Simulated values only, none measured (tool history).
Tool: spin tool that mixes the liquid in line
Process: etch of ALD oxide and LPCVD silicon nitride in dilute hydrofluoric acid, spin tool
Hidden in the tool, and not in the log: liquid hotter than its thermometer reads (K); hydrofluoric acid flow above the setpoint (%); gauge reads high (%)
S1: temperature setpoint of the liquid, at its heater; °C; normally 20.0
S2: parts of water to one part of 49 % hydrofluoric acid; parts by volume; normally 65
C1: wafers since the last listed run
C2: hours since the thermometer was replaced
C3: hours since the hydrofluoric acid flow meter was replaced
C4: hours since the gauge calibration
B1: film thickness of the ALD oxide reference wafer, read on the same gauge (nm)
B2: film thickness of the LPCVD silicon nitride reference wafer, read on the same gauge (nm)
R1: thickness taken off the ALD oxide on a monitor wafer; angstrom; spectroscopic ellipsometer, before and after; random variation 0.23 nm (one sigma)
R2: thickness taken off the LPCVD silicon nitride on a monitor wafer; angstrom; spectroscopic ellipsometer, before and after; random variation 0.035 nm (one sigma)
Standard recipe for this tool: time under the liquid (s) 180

{"run": 1, "hour": 0.0, "S1": 20.0, "S2": 65, "time under the liquid (s)": 180, "C1": 0, "C2": 1627.1, "C3": 2167.7, "C4": 429.8, "B1": 99.98, "B2": 49.944, "R1": 382.1, "R2": 12.01}
{"run": 2, "hour": 11.3, "S1": 20.0, "S2": 65, "time under the liquid (s)": 180, "C1": 106, "C2": 1638.4, "C3": 2179.0, "C4": 441.1, "B1": 99.99, "B2": 50.03, "R1": 386.5, "R2": 11.89}
{"hour": 31.4, "done": "hydrofluoric acid flow meter replaced"}
{"run": 3, "hour": 47.2, "S1": 20.0, "S2": 65, "time under the liquid (s)": 180, "C1": 328, "C2": 1674.3, "C3": 15.8, "C4": 477.0, "B1": 99.99, "B2": 50.027, "R1": 383.8, "R2": 11.62}
{"run": 4, "hour": 63.4, "S1": 20.0, "S2": 65, "time under the liquid (s)": 180, "C1": 152, "C2": 1690.5, "C3": 32.0, "C4": 493.2, "B1": 100.0, "B2": 49.954, "R1": 385.3, "R2": 12.04}
{"run": 5, "hour": 76.0, "S1": 24.0, "S2": 50, "time under the liquid (s)": 235, "C1": 118, "C2": 1703.1, "C3": 44.6, "C4": 505.8, "B1": 100.02, "B2": 50.023, "R1": 776.6, "R2": 27.23}
{"run": 6, "hour": 89.8, "S1": 22.5, "S2": 65, "time under the liquid (s)": 180, "C1": 130, "C2": 1716.9, "C3": 58.4, "C4": 519.6, "B1": 100.0, "B2": 50.064, "R1": 429.3, "R2": 13.72}
{"run": 7, "hour": 99.4, "S1": 20.0, "S2": 85, "time under the liquid (s)": 180, "C1": 90, "C2": 1726.5, "C3": 68.0, "C4": 529.2, "B1": 99.97, "B2": 50.029, "R1": 287.0, "R2": 9.38}
{"hour": 104.5, "done": "thermometer replaced"}
{"run": 8, "hour": 105.9, "S1": 21.5, "S2": 80, "time under the liquid (s)": 180, "C1": 51, "C2": 1.4, "C3": 74.5, "C4": 535.7, "B1": 99.99, "B2": 50.007, "R1": 292.8, "R2": 9.07}
{"run": 9, "hour": 123.7, "S1": 23.0, "S2": 35, "time under the liquid (s)": 105, "C1": 167, "C2": 19.2, "C3": 92.3, "C4": 553.5, "B1": 100.01, "B2": 49.968, "R1": 440.7, "R2": 12.87}
{"run": 10, "hour": 136.4, "S1": 23.0, "S2": 50, "time under the liquid (s)": 180, "C1": 119, "C2": 31.9, "C3": 105.0, "C4": 566.2, "B1": 100.0, "B2": 49.984, "R1": 517.9, "R2": 16.57}
{"run": 11, "hour": 146.3, "S1": 20.0, "S2": 75, "time under the liquid (s)": 180, "C1": 93, "C2": 41.8, "C3": 114.9, "C4": 576.1, "B1": 100.04, "B2": 50.01, "R1": 295.4, "R2": 8.18}
{"run": 12, "hour": 153.6, "S1": 23.5, "S2": 65, "time under the liquid (s)": 240, "C1": 68, "C2": 49.1, "C3": 122.2, "C4": 583.4, "B1": 99.98, "B2": 50.0, "R1": 536.3, "R2": 17.01}
{"run": 13, "hour": 168.6, "S1": 24.5, "S2": 75, "time under the liquid (s)": 80, "C1": 141, "C2": 64.1, "C3": 137.2, "C4": 598.4, "B1": 99.98, "B2": 49.966, "R1": 158.9, "R2": 5.17}
{"run": 14, "hour": 180.4, "S1": 20.0, "S2": 35, "time under the liquid (s)": 180, "C1": 111, "C2": 75.9, "C3": 149.0, "C4": 610.2, "B1": 100.02, "B2": 49.998, "R1": 670.1, "R2": 17.27}
{"run": 15, "hour": 192.5, "S1": 23.0, "S2": 80, "time under the liquid (s)": 220, "C1": 114, "C2": 88.0, "C3": 161.1, "C4": 622.3, "B1": 99.98, "B2": 49.992, "R1": 380.3, "R2": 12.54}
{"run": 16, "hour": 200.2, "S1": 18.0, "S2": 45, "time under the liquid (s)": 180, "C1": 72, "C2": 95.7, "C3": 168.8, "C4": 630.0, "B1": 99.99, "B2": 49.993, "R1": 473.3, "R2": 12.74}
{"run": 17, "hour": 209.5, "S1": 17.0, "S2": 65, "time under the liquid (s)": 180, "C1": 87, "C2": 105.0, "C3": 178.1, "C4": 639.3, "B1": 99.99, "B2": 49.989, "R1": 308.4, "R2": 8.29}
{"hour": 216.8, "done": "gauge calibrated"}
{"run": 18, "hour": 221.4, "S1": 20.0, "S2": 65, "time under the liquid (s)": 180, "C1": 112, "C2": 116.9, "C3": 190.0, "C4": 4.6, "B1": 99.99, "B2": 50.013, "R1": 349.1, "R2": 10.07}
{"run": 19, "hour": 254.6, "S1": 20.0, "S2": 95, "time under the liquid (s)": 180, "C1": 312, "C2": 150.1, "C3": 223.2, "C4": 37.8, "B1": 100.0, "B2": 50.02, "R1": 230.7, "R2": 6.9}
{"run": 20, "hour": 265.0, "S1": 18.5, "S2": 75, "time under the liquid (s)": 180, "C1": 98, "C2": 160.5, "C3": 233.6, "C4": 48.2, "B1": 99.98, "B2": 49.966, "R1": 281.4, "R2": 7.49}
{"run": 21, "hour": 277.8, "S1": 21.5, "S2": 80, "time under the liquid (s)": 180, "C1": 120, "C2": 173.3, "C3": 246.4, "C4": 61.0, "B1": 100.01, "B2": 50.016, "R1": 300.4, "R2": 9.2}
{"run": 22, "hour": 290.8, "S1": 17.0, "S2": 65, "time under the liquid (s)": 115, "C1": 122, "C2": 186.3, "C3": 259.4, "C4": 74.0, "B1": 100.04, "B2": 50.031, "R1": 197.5, "R2": 5.07}
{"run": 23, "hour": 300.7, "S1": 20.0, "S2": 45, "time under the liquid (s)": 180, "C1": 93, "C2": 196.2, "C3": 269.3, "C4": 83.9, "B1": 100.0, "B2": 50.026, "R1": 514.6, "R2": 14.12}
{"run": 24, "hour": 310.2, "S1": 20.0, "S2": 65, "time under the liquid (s)": 135, "C1": 89, "C2": 205.7, "C3": 278.8, "C4": 93.4, "B1": 100.02, "B2": 49.966, "R1": 261.1, "R2": 7.45}
{"run": 25, "hour": 326.1, "S1": 20.0, "S2": 65, "time under the liquid (s)": 180, "C1": 149, "C2": 221.6, "C3": 294.7, "C4": 109.3, "B1": 100.01, "B2": 49.993, "R1": 349.6, "R2": 9.79}
{"run": 26, "hour": 339.6, "S1": 20.0, "S2": 65, "time under the liquid (s)": 180, "C1": 127, "C2": 235.1, "C3": 308.2, "C4": 122.8, "B1": 99.99, "B2": 50.01, "R1": 356.4, "R2": 10.03}

Some steps in R1, run to run, broken into two amounts with sign: the step expected even without the hidden condition (settings, incoming material, random variation), and the rest, left for the hidden condition together with whatever gauge scatter is not in both the measured and the hidden-condition-free result:
Run 4 -> 5: S1 20.0 -> 24.0, S2 65 -> 50, time under the liquid (s) 180 -> 235. R1 +391.3 angstrom: hidden state +38.8, all else +352.5.
Run 5 -> 6: S1 24.0 -> 22.5, S2 50 -> 65, time under the liquid (s) 235 -> 180. R1 -347.3 angstrom: hidden state -34.6, all else -312.7.
Run 13 -> 14: S1 24.5 -> 20.0, S2 75 -> 35, time under the liquid (s) 80 -> 180. R1 +511.2 angstrom: hidden state +3.9, all else +507.3.
